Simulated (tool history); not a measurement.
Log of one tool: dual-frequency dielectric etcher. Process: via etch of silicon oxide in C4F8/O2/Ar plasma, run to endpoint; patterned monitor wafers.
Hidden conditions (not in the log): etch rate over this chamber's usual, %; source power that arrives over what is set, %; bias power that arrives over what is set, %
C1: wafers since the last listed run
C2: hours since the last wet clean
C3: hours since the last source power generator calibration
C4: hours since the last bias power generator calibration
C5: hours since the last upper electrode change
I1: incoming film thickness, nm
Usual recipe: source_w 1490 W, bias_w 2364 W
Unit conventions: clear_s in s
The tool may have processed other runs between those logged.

Run 1, hour 0: usual settings; C1 0; C2 458.7; C3 1459; C4 1801.7; C5 2581.9; I1 2210.3. Result: clear_s 450.1 s.
At hour 7.5: wet clean of the chamber.
Run 2, hour 89.2: usual settings; C1 291; C2 81.7; C3 1548.2; C4 1890.9; C5 2671.1; I1 2215.7. Result: clear_s 460.8 s.
Run 3, hour 144.4: usual settings; C1 197; C2 136.9; C3 1603.4; C4 1946.1; C5 2726.3; I1 2223. Result: clear_s 461.6 s.
Run 4, hour 186.4: usual settings but bias_w 1960 W; C1 149; C2 178.9; C3 1645.4; C4 1988.1; C5 2768.3; I1 2221.9. Result: clear_s 485.3 s.
Run 5, hour 275.9: usual settings but bias_w 1960 W; C1 319; C2 268.4; C3 1734.9; C4 2077.6; C5 2857.8; I1 2201.5. Result: clear_s 481.3 s.
Run 6, hour 357.2: usual settings; C1 290; C2 349.7; C3 1816.2; C4 2158.9; C5 2939.1; I1 2212.7. Result: clear_s 452.9 s.
Run 7, hour 397.6: usual settings; C1 144; C2 390.1; C3 1856.6; C4 2199.3; C5 2979.5; I1 2225.2. Result: clear_s 457.1 s.
Run 8, hour 465.8: usual settings; C1 243; C2 458.3; C3 1924.8; C4 2267.5; C5 3047.7; I1 2215.2. Result: clear_s 446.6 s.
Run 9, hour 503.4: usual settings; C1 134; C2 495.9; C3 1962.4; C4 2305.1; C5 3085.3; I1 2206.7. Result: clear_s 445.8 s.
At hour 575.8: wet clean of the chamber.
Run 10, hour 576.3: usual settings; C1 174; C2 0.5; C3 2035.3; C4 2378; C5 3158.2; I1 2213.6. Result: clear_s 468.3 s.
Run 11, hour 663.3: usual settings; C1 310; C2 87.5; C3 2122.3; C4 2465; C5 3245.2; I1 2223.4. Result: clear_s 467.8 s.
Run 12, hour 965.2: usual settings; C1 1077; C2 389.4; C3 2424.2; C4 2766.9; C5 3547.1; I1 2252.9. Result: clear_s 461.6 s.
Run 13, hour 1015.3: usual settings but bias_w 2634 W; C1 178; C2 439.5; C3 2474.3; C4 2817; C5 3597.2; I1 2214.9. Result: clear_s 439 s.
At hour 1029.9: source power generator calibrated.
Run 14, hour 1063.7: usual settings but bias_w 2634 W; C1 158; C2 487.9; C3 33.8; C4 2865.4; C5 3645.6; I1 2209.8. Result: clear_s 432.7 s.
At hour 1093.6: wet clean of the chamber.
Run 15, hour 1159.4: usual settings but bias_w 2634 W; C1 255; C2 65.8; C3 129.5; C4 2961.1; C5 3741.3; I1 2210.3. Result: clear_s 448.4 s.
Run 16, hour 1210.4: usual settings; C1 182; C2 116.8; C3 180.5; C4 3012.1; C5 3792.3; I1 2214.7. Result: clear_s 460.5 s.
Run 17, hour 1306.3: usual settings but source_w 1840 W; C1 342; C2 212.7; C3 276.4; C4 3108; C5 3888.2; I1 2205.4. Result: clear_s 432.6 s.
Run 18, hour 1405.4: usual settings; C1 353; C2 311.8; C3 375.5; C4 3207.1; C5 3987.3; I1 2215.6. Result: clear_s 455.4 s.
Run 19, hour 1508.1: usual settings but source_w 1230 W, bias_w 2554 W; C1 366; C2 414.5; C3 478.2; C4 3309.8; C5 4090; I1 2206.6. Result: clear_s 457.2 s.
At hour 1676.6: wet clean of the chamber.
At hour 1696.5: upper electrode replaced.
At hour 1735: bias power generator calibrated.
Run 20, hour 1794.1: usual settings but source_w 1380 W; C1 849; C2 117.5; C3 764.2; C4 59.1; C5 97.6; I1 2220.5. Result: clear_s 471.6 s.
Run 21, hour 1837.2: usual settings; C1 153; C2 160.6; C3 807.3; C4 102.2; C5 140.7; I1 2218.2. Result: clear_s 461.5 s.
Run 22, hour 1890: usual settings but source_w 1310 W, bias_w 2082 W; C1 188; C2 213.4; C3 860.1; C4 155; C5 193.5; I1 2205.7. Result: clear_s 493 s.
Run 23, hour 1934.6: usual settings but source_w 1200 W; C1 159; C2 258; C3 904.7; C4 199.6; C5 238.1; I1 2226.3. Result: clear_s 484.4 s.
Run 24, hour 1992.4: usual settings but source_w 1700 W; C1 206; C2 315.8; C3 962.5; C4 257.4; C5 295.9; I1 2210.4. Result: clear_s 441.5 s.
Run 25, hour 2083.9: usual settings but source_w 1330 W, bias_w 2010 W; C1 326; C2 407.3; C3 1054; C4 348.9; C5 387.4; I1 2204.1. Result: clear_s 484.2 s.
Run 26, hour 2139.3: usual settings but source_w 1200 W, bias_w 2549 W; C1 197; C2 462.7; C3 1109.4; C4 404.3; C5 442.8; I1 2214.3. Result: clear_s 463.2 s.
At hour 2230: wet clean of the chamber.
Run 27, hour 2230.5: usual settings but source_w 1760 W, bias_w 2790 W; C1 239; C2 0.5; C3 1200.6; C4 495.5; C5 534; I1 2223.2. Result: clear_s 426.5 s.
Run 28, hour 2303.3: usual settings but source_w 1650 W, bias_w 2741 W; C1 259; C2 73.3; C3 1273.4; C4 568.3; C5 606.8; I1 2225.9. Result: clear_s 430.8 s.
Run 29, hour 2342.4: usual settings but source_w 1260 W, bias_w 2804 W; C1 139; C2 112.4; C3 1312.5; C4 607.4; C5 645.9; I1 2226.7. Result: clear_s 453.1 s.
Run 30, hour 2436.1: usual settings but source_w 1590 W, bias_w 2564 W; C1 334; C2 206.1; C3 1406.2; C4 701.1; C5 739.6; I1 2219.8. Result: clear_s 442.8 s.
Run 31, hour 2478.9: usual settings but source_w 1160 W, bias_w 2205 W; C1 152; C2 248.9; C3 1449; C4 743.9; C5 782.4; I1 2221.9. Result: clear_s 495.5 s.
Run 32, hour 2550.7: usual settings; C1 256; C2 320.7; C3 1520.8; C4 815.7; C5 854.2; I1 2215.2. Result: clear_s 454.5 s.

What would each run have given without the hidden state, its run-to-run variation left as it was?
run  clear_s
  1      463
  2    464.1
  3    466.9
  4    492.5
  5    491.9
  6    465.7
  7    471.5
  8      463
  9    463.5
 10    466.6
 11    469.3
 12      474
 13    452.5
 14    447.7
 15    450.4
 16    464.4
 17    439.5
 18    466.3
 19    471.8
 20      475
 21    466.4
 22    500.3
 23    493.3
 24    451.6
 25    498.8
 26    479.2
 27    427.5
 28    434.3
 29    458.2
 30    451.1
 31    506.3
 32    467.1
